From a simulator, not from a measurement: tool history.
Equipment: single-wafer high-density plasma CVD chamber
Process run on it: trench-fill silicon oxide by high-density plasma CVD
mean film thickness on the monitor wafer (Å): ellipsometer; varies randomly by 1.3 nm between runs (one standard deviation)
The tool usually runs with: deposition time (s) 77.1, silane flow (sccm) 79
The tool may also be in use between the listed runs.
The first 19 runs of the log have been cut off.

run	day	deposition time (s)	silane flow (sccm)	read-back reference wafer on the same gauge, thickness_nm	mean film thickness on the monitor wafer (Å)
20	17.654	77.1	79	510.249	5992.83
21	18.829	77.1	79	510.19	6008.83
22	20.192	89.8	79	509.934	7022.76
23	21.579	64.9	65	510.159	4172.82
24	22.946	64.9	71	509.958	4554.95
25	24.092	63.4	79	509.696	4969.36
26	24.6	77.1	79	509.915	6014.57
27	26.071	77.1	79	510.231	6015.14
# day 26.117: gauge calibrated
# day 27.521: silane flow controller replaced
28	27.542	66.7	79	509.824	5232.76
29	28.7	77.1	73	509.685	5552.99
30	29.292	69.6	90	510.147	6193.46
31	29.846	65.8	66	509.903	4301.27
32	30.654	88.1	70	509.974	6081.6
33	32.825	77.1	79	509.973	6015.1
34	33.896	77.1	70	509.227	5333.15
35	35.633	77.1	79	509.977	5982.31
36	36.704	86	68	509.94	5767.7

Branching from run 36: 4 alternative next runs. What would each branch give?
A	36.721	77.1	79	?	?
B	36.721	84.8	91	?	?
C	36.721	68.8	79	?	?
D	36.721	64	91	?	?

run	read-back reference wafer on the same gauge, thickness_nm	mean film thickness on the monitor wafer (Å)
A	509.47	6018.66
B	509.47	7625.28
C	509.47	5370.74
D	509.47	5754.93
Had the tool no hidden state, the same runs would have come out as:
run	mean film thickness on the monitor wafer (Å)
A	6018.66
B	7625.28
C	5370.74
D	5754.93

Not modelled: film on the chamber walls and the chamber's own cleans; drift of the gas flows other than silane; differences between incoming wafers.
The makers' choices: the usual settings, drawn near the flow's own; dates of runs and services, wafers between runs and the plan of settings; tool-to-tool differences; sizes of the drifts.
